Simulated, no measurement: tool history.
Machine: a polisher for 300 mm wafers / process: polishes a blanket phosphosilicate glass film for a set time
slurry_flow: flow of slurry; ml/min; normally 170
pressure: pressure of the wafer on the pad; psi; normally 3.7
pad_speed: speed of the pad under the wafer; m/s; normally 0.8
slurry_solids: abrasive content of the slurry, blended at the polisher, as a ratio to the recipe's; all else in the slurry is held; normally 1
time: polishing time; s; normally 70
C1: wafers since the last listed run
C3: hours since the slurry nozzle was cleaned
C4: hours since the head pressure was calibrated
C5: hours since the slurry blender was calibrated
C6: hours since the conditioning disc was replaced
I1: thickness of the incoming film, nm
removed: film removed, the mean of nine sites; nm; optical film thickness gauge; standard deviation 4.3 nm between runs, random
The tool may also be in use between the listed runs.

{"run": 1, "day": 0.0, "slurry_flow": 170, "pressure": 3.7, "pad_speed": 0.8, "slurry_solids": 1, "time": 70, "C1": 0, "wafers polished on this pad": 3225, "C3": 68.2, "C4": 176.3, "C5": 7.5, "C6": 427.4, "I1": 2178.7, "removed": 603.8}
{"run": 2, "day": 1.3, "slurry_flow": 170, "pressure": 3.7, "pad_speed": 0.8, "slurry_solids": 1, "time": 70, "C1": 362, "wafers polished on this pad": 3587, "C3": 99.4, "C4": 207.5, "C5": 38.7, "C6": 458.6, "I1": 2147.1, "removed": 598.9}
{"run": 3, "day": 2.788, "slurry_flow": 170, "pressure": 3.7, "pad_speed": 0.8, "slurry_solids": 1, "time": 70, "C1": 414, "wafers polished on this pad": 4002, "C3": 135.1, "C4": 243.2, "C5": 74.4, "C6": 494.3, "I1": 2190.4, "removed": 595.6}
{"day": 2.942, "done": "conditioning disc replaced and pad reconditioned"}
{"day": 4.821, "done": "worn pad replaced by a new one"}
{"run": 4, "day": 4.971, "slurry_flow": 170, "pressure": 3.7, "pad_speed": 0.8, "slurry_solids": 1, "time": 50, "C1": 539, "wafers polished on this pad": 42, "C3": 187.5, "C4": 295.6, "C5": 126.8, "C6": 48.7, "I1": 2191.1, "removed": 429.8}
{"run": 5, "day": 6.012, "slurry_flow": 145, "pressure": 3.7, "pad_speed": 0.8, "slurry_solids": 1, "time": 51, "C1": 290, "wafers polished on this pad": 332, "C3": 212.5, "C4": 320.6, "C5": 151.8, "C6": 73.7, "I1": 2150.8, "removed": 421.8}
{"run": 6, "day": 8.138, "slurry_flow": 110, "pressure": 4.8, "pad_speed": 0.8, "slurry_solids": 0.85, "time": 91, "C1": 592, "wafers polished on this pad": 924, "C3": 263.5, "C4": 371.6, "C5": 202.8, "C6": 124.7, "I1": 2218.7, "removed": 838.7}
{"run": 7, "day": 10.962, "slurry_flow": 205, "pressure": 2.5, "pad_speed": 0.54, "slurry_solids": 1, "time": 70, "C1": 787, "wafers polished on this pad": 1712, "C3": 331.3, "C4": 439.4, "C5": 270.6, "C6": 192.5, "I1": 2207.9, "removed": 324.2}
{"day": 18.638, "done": "head pressure recalibrated"}
{"run": 8, "day": 19.658, "slurry_flow": 170, "pressure": 4.5, "pad_speed": 0.8, "slurry_solids": 1, "time": 70, "C1": 2401, "wafers polished on this pad": 4113, "C3": 540, "C4": 24.5, "C5": 479.3, "C6": 401.2, "I1": 2210.7, "removed": 770.5}
{"day": 20.271, "done": "slurry blender recalibrated"}
{"day": 20.296, "done": "conditioning disc replaced and pad reconditioned"}
{"run": 9, "day": 21.188, "slurry_flow": 225, "pressure": 3.7, "pad_speed": 0.8, "slurry_solids": 1.25, "time": 84, "C1": 396, "wafers polished on this pad": 4510, "C3": 576.7, "C4": 61.2, "C5": 22, "C6": 21.4, "I1": 2197.7, "removed": 871.3}
{"day": 22.083, "done": "slurry nozzle cleaned"}
{"run": 10, "day": 22.258, "slurry_flow": 170, "pressure": 4.9, "pad_speed": 0.8, "slurry_solids": 1, "time": 58, "C1": 286, "wafers polished on this pad": 4797, "C3": 4.2, "C4": 86.9, "C5": 47.7, "C6": 47.1, "I1": 2206.6, "removed": 676.7}
{"run": 11, "day": 23.979, "slurry_flow": 170, "pressure": 3.3, "pad_speed": 0.8, "slurry_solids": 1, "time": 70, "C1": 479, "wafers polished on this pad": 5277, "C3": 45.5, "C4": 128.2, "C5": 89, "C6": 88.4, "I1": 2174.6, "removed": 554.7}
{"day": 24.483, "done": "worn pad replaced by a new one"}
{"run": 12, "day": 26.512, "slurry_flow": 225, "pressure": 3.7, "pad_speed": 0.8, "slurry_solids": 1, "time": 70, "C1": 659, "wafers polished on this pad": 566, "C3": 106.3, "C4": 189, "C5": 149.8, "C6": 149.2, "I1": 2213.4, "removed": 635.7}
{"run": 13, "day": 29.188, "slurry_flow": 170, "pressure": 3.7, "pad_speed": 0.8, "slurry_solids": 1, "time": 70, "C1": 745, "wafers polished on this pad": 1311, "C3": 170.5, "C4": 253.2, "C5": 214, "C6": 213.4, "I1": 2151.9, "removed": 611.5}
{"run": 14, "day": 31.967, "slurry_flow": 170, "pressure": 3.7, "pad_speed": 0.8, "slurry_solids": 0.8, "time": 70, "C1": 774, "wafers polished on this pad": 2086, "C3": 237.2, "C4": 319.9, "C5": 280.7, "C6": 280.1, "I1": 2205.5, "removed": 536.7}
{"run": 15, "day": 33.979, "slurry_flow": 170, "pressure": 3.7, "pad_speed": 0.8, "slurry_solids": 1, "time": 70, "C1": 561, "wafers polished on this pad": 2647, "C3": 285.5, "C4": 368.2, "C5": 329, "C6": 328.4, "I1": 2158.8, "removed": 608.2}
{"run": 16, "day": 36.479, "slurry_flow": 170, "pressure": 3.7, "pad_speed": 0.68, "slurry_solids": 1, "time": 70, "C1": 697, "wafers polished on this pad": 3344, "C3": 345.5, "C4": 428.2, "C5": 389, "C6": 388.4, "I1": 2175, "removed": 544}
{"day": 36.721, "done": "slurry blender recalibrated"}
{"run": 17, "day": 38.642, "slurry_flow": 170, "pressure": 3.7, "pad_speed": 0.8, "slurry_solids": 1, "time": 70, "C1": 579, "wafers polished on this pad": 3924, "C3": 397.4, "C4": 480.1, "C5": 46.1, "C6": 440.3, "I1": 2141.8, "removed": 599.5}
{"run": 18, "day": 41.529, "slurry_flow": 170, "pressure": 3.7, "pad_speed": 0.8, "slurry_solids": 1, "time": 70, "C1": 805, "wafers polished on this pad": 4729, "C3": 466.7, "C4": 549.4, "C5": 115.4, "C6": 509.6, "I1": 2187, "removed": 606.6}
{"day": 42.308, "done": "conditioning disc replaced and pad reconditioned"}
{"day": 42.846, "done": "slurry nozzle cleaned"}
{"day": 43.479, "done": "worn pad replaced by a new one"}
{"run": 19, "day": 44.275, "slurry_flow": 170, "pressure": 3.7, "pad_speed": 0.8, "slurry_solids": 1, "time": 70, "C1": 684, "wafers polished on this pad": 221, "C3": 34.3, "C4": 615.3, "C5": 181.3, "C6": 47.2, "I1": 2213.2, "removed": 602}
{"day": 45.896, "done": "head pressure recalibrated"}
{"run": 20, "day": 46.442, "slurry_flow": 170, "pressure": 3.7, "pad_speed": 0.8, "slurry_solids": 1.25, "time": 70, "C1": 580, "wafers polished on this pad": 802, "C3": 86.3, "C4": 13.1, "C5": 233.3, "C6": 99.2, "I1": 2219.4, "removed": 696.4}
{"run": 21, "day": 48.517, "slurry_flow": 170, "pressure": 5, "pad_speed": 0.8, "slurry_solids": 1, "time": 77, "C1": 578, "wafers polished on this pad": 1381, "C3": 136.1, "C4": 62.9, "C5": 283.1, "C6": 149, "I1": 2197.2, "removed": 915.9}
{"run": 22, "day": 49.975, "slurry_flow": 170, "pressure": 3.7, "pad_speed": 0.8, "slurry_solids": 0.75, "time": 70, "C1": 406, "wafers polished on this pad": 1787, "C3": 171.1, "C4": 97.9, "C5": 318.1, "C6": 184, "I1": 2184.1, "removed": 510.2}
{"day": 53.646, "done": "slurry blender recalibrated"}
{"run": 23, "day": 54.508, "slurry_flow": 170, "pressure": 4, "pad_speed": 0.96, "slurry_solids": 1.1, "time": 86, "C1": 1240, "wafers polished on this pad": 3028, "C3": 279.9, "C4": 206.7, "C5": 20.7, "C6": 292.8, "I1": 2182.6, "removed": 950.3}

The next listed run, before its measurement:
{"run": 24, "day": 55.583, "slurry_flow": 170, "pressure": 3.7, "pad_speed": 0.62, "slurry_solids": 1, "time": 70, "C1": 299, "wafers polished on this pad": 3328, "C3": 305.7, "C4": 232.5, "C5": 46.5, "C6": 318.6, "I1": 2200.1, "removed": "?"}

removed: 511.3 nm
With the hidden condition absent and the run-to-run variation left alone, this run would have shown removed 528.6 nm.
